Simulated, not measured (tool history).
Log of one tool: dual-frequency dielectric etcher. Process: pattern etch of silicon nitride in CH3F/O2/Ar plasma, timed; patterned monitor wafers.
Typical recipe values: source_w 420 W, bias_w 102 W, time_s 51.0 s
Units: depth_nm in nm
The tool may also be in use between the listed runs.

| run | hour | source_w | bias_w | time_s | wafers since the last listed run | hours since the last wet clean | hours since the last source power generator calibration | hours since the last bias power generator calibration | hours since the last upper electrode change | hours since the gauge calibration | read-back reference wafer on the same gauge, depth_nm | depth_nm |
|---|---|---|---|---|---|---|---|---|---|---|---|---|
| 1 | 0.0 | 420 | 122 | 44.5 | 0 | 599.4 | 1534.2 | 3982.8 | 2472.6 | 626.9 | 40.60 | 34.71 |
|  | 19.7 | wet clean of the chamber |
| 2 | 63.8 | 420 | 122 | 44.5 | 606 | 44.1 | 1598.0 | 4046.6 | 2536.4 | 690.7 | 40.58 | 35.03 |
| 3 | 110.0 | 420 | 102 | 51.0 | 635 | 90.3 | 1644.2 | 4092.8 | 2582.6 | 736.9 | 40.60 | 37.62 |
| 4 | 154.2 | 420 | 102 | 51.0 | 607 | 134.5 | 1688.4 | 4137.0 | 2626.8 | 781.1 | 40.57 | 37.57 |
| 5 | 181.1 | 420 | 102 | 51.0 | 369 | 161.4 | 1715.3 | 4163.9 | 2653.7 | 808.0 | 40.62 | 37.20 |
| 6 | 240.3 | 420 | 102 | 40.0 | 813 | 220.6 | 1774.5 | 4223.1 | 2712.9 | 867.2 | 40.59 | 29.29 |
| 7 | 292.0 | 420 | 102 | 51.0 | 710 | 272.3 | 1826.2 | 4274.8 | 2764.6 | 918.9 | 40.62 | 37.52 |
| 8 | 335.6 | 420 | 102 | 51.0 | 599 | 315.9 | 1869.8 | 4318.4 | 2808.2 | 962.5 | 40.64 | 37.43 |
| 9 | 361.6 | 420 | 102 | 59.5 | 357 | 341.9 | 1895.8 | 4344.4 | 2834.2 | 988.5 | 40.53 | 43.79 |
| 10 | 428.7 | 420 | 102 | 59.5 | 922 | 409.0 | 1962.9 | 4411.5 | 2901.3 | 1055.6 | 40.57 | 43.54 |
| 11 | 453.2 | 420 | 102 | 59.5 | 336 | 433.5 | 1987.4 | 4436.0 | 2925.8 | 1080.1 | 40.60 | 43.70 |
| 12 | 505.5 | 340 | 102 | 51.0 | 718 | 485.8 | 2039.7 | 4488.3 | 2978.1 | 1132.4 | 40.64 | 34.07 |
|  | 559.0 | bias power generator calibrated |
|  | 581.6 | upper electrode replaced |
| 13 | 582.1 | 340 | 102 | 51.0 | 687 | 562.4 | 2116.3 | 23.1 | 0.5 | 1209.0 | 40.57 | 34.06 |
|  | 611.6 | wet clean of the chamber |
|  | 622.6 | source power generator calibrated |
| 14 | 633.7 | 340 | 102 | 51.0 | 324 | 22.1 | 11.1 | 74.7 | 52.1 | 1260.6 | 40.65 | 35.11 |
| 15 | 696.4 | 420 | 102 | 51.0 | 861 | 84.8 | 73.8 | 137.4 | 114.8 | 1323.3 | 40.61 | 38.40 |
| 16 | 723.7 | 420 | 102 | 42.5 | 375 | 112.1 | 101.1 | 164.7 | 142.1 | 1350.6 | 40.59 | 32.07 |
|  | 774.3 | gauge calibrated |
| 17 | 789.8 | 420 | 102 | 58.0 | 908 | 178.2 | 167.2 | 230.8 | 208.2 | 15.5 | 40.60 | 43.81 |
| 18 | 851.2 | 420 | 84 | 63.0 | 844 | 239.6 | 228.6 | 292.2 | 269.6 | 76.9 | 40.60 | 44.20 |
| 19 | 934.6 | 470 | 94 | 45.0 | 1146 | 323.0 | 312.0 | 375.6 | 353.0 | 160.3 | 40.55 | 34.29 |
| 20 | 986.1 | 420 | 102 | 51.0 | 707 | 374.5 | 363.5 | 427.1 | 404.5 | 211.8 | 40.65 | 38.13 |
| 21 | 1013.7 | 490 | 88 | 58.0 | 379 | 402.1 | 391.1 | 454.7 | 432.1 | 239.4 | 40.59 | 44.21 |
| 22 | 1052.4 | 420 | 102 | 57.5 | 531 | 440.8 | 429.8 | 493.4 | 470.8 | 278.1 | 40.55 | 43.02 |
| 23 | 1085.1 | 470 | 124 | 51.0 | 449 | 473.5 | 462.5 | 526.1 | 503.5 | 310.8 | 40.66 | 42.69 |
|  | 1110.1 | wet clean of the chamber |
| 24 | 1147.2 | 420 | 102 | 51.0 | 523 | 37.1 | 524.6 | 588.2 | 565.6 | 372.9 | 40.62 | 38.28 |
| 25 | 1198.5 | 420 | 102 | 51.0 | 705 | 88.4 | 575.9 | 639.5 | 616.9 | 424.2 | 40.60 | 38.18 |
| 26 | 1248.9 | 420 | 102 | 43.5 | 692 | 138.8 | 626.3 | 689.9 | 667.3 | 474.6 | 40.61 | 32.26 |

Some steps in depth_nm, run to run, broken into two amounts with sign: the step expected even without the hidden condition (settings, incoming material, random variation), and the rest, left for the hidden condition together with whatever gauge scatter is not in both the measured and the hidden-condition-free result:
Hidden state at play: etch rate over this chamber's usual, %; source power that arrives over what is set, %; bias power that arrives over what is set, %; gauge reads high (%).
Run 11 -> 12: source_w 420 -> 340, time_s 59.5 -> 51.0. depth_nm -9.63 nm: hidden state +0.26, all else -9.89.
Run 13 -> 14: wet clean of the chamber, source power generator calibrated. depth_nm +1.05 nm: hidden state +0.91, all else +0.14.
Run 16 -> 17: time_s 42.5 -> 58.0, gauge calibrated. depth_nm +11.74 nm: hidden state -0.11, all else +11.85.
Run 18 -> 19: source_w 420 -> 470, bias_w 84 -> 94, time_s 63.0 -> 45.0. depth_nm -9.91 nm: hidden state -0.01, all else -9.90.

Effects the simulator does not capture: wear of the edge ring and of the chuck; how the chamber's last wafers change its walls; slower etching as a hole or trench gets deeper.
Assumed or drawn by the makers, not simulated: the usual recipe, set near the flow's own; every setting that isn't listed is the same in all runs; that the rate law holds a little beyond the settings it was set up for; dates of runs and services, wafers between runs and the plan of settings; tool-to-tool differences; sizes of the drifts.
